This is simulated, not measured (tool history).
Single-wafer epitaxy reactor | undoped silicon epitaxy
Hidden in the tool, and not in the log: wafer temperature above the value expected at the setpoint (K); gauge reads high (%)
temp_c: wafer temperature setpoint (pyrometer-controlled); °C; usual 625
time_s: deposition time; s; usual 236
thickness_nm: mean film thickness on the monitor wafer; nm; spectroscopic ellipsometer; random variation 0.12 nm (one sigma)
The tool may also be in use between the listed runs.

| run | day | temp_c | time_s | wafers since the last listed run | hours since the last pyrometer calibration | hours since the gauge calibration | read-back reference wafer on the same gauge, thickness_nm | thickness_nm |
|---|---|---|---|---|---|---|---|---|
| 1 | 0 | 625 | 205 | 0 | 1994.6 | 478.6 | 25.408 | 22.028 |
| 2 | 2.371 | 625 | 205 | 303 | 2051.5 | 535.5 | 25.417 | 22.145 |
| 3 | 4.179 | 625 | 205 | 231 | 2094.9 | 578.9 | 25.421 | 22.336 |
| 4 | 11.517 | 625 | 253 | 939 | 2271 | 755 | 25.409 | 27.56 |
| 5 | 14.333 | 625 | 253 | 360 | 2338.6 | 822.6 | 25.431 | 27.763 |
| 6 | 15.383 | 625 | 236 | 134 | 2363.8 | 847.8 | 25.411 | 25.994 |
| 7 | 16.529 | 625 | 236 | 146 | 2391.3 | 875.3 | 25.446 | 25.887 |
| 8 | 19.529 | 613 | 236 | 384 | 2463.3 | 947.3 | 25.416 | 18.947 |
| 9 | 21.679 | 613 | 236 | 275 | 2514.9 | 998.9 | 25.378 | 18.89 |
| 10 | 24.117 | 613 | 236 | 312 | 2573.4 | 1057.4 | 25.458 | 19.001 |
|  | 25.046 | pyrometer calibrated |
| 11 | 25.667 | 625 | 236 | 155 | 14.9 | 1094.6 | 25.405 | 22.516 |
| 12 | 27.767 | 636 | 220 | 268 | 65.3 | 1145 | 25.395 | 27.874 |
| 13 | 30.062 | 625 | 199 | 293 | 120.4 | 1200.1 | 25.413 | 19.02 |
| 14 | 31.208 | 625 | 236 | 146 | 147.9 | 1227.6 | 25.371 | 22.645 |
| 15 | 32.825 | 625 | 236 | 207 | 186.7 | 1266.4 | 25.332 | 22.445 |
| 16 | 36.283 | 614 | 248 | 442 | 269.7 | 1349.4 | 25.409 | 17.963 |
|  | 38.1 | gauge calibrated |
| 17 | 38.55 | 636 | 220 | 290 | 324.1 | 10.8 | 25.405 | 28.143 |
| 18 | 41.433 | 617 | 236 | 369 | 393.3 | 80 | 25.404 | 18.519 |
| 19 | 43.921 | 633 | 265 | 318 | 453 | 139.7 | 25.403 | 31.931 |
| 20 | 48.258 | 625 | 236 | 555 | 557.1 | 243.8 | 25.386 | 23.1 |
| 21 | 49.954 | 635 | 283 | 217 | 597.8 | 284.5 | 25.403 | 35.592 |
| 22 | 51.612 | 629 | 236 | 212 | 637.6 | 324.3 | 25.401 | 25.565 |
| 23 | 54.554 | 613 | 236 | 376 | 708.2 | 394.9 | 25.41 | 16.774 |

Forecast each of these 5 alternatives for the next run:
| A | 54.575 | 625 | 236 | 2 | 708.7 | 395.4 | ? | ? |
| B | 54.575 | 632 | 251 | 2 | 708.7 | 395.4 | ? | ? |
| C | 54.575 | 625 | 261 | 2 | 708.7 | 395.4 | ? | ? |
| D | 54.575 | 634 | 273 | 2 | 708.7 | 395.4 | ? | ? |
| E | 54.575 | 636 | 255 | 2 | 708.7 | 395.4 | ? | ? |

| run | read-back reference wafer on the same gauge, thickness_nm | thickness_nm |
|---|---|---|
| A | 25.381 | 23.225 |
| B | 25.381 | 29.622 |
| C | 25.381 | 25.685 |
| D | 25.381 | 33.915 |
| E | 25.381 | 33.338 |
Without the tool's hidden state the same runs would have given:
| run | thickness_nm |
|---|---|
| A | 22.697 |
| B | 28.96 |
| C | 25.101 |
| D | 33.16 |
| E | 32.6 |
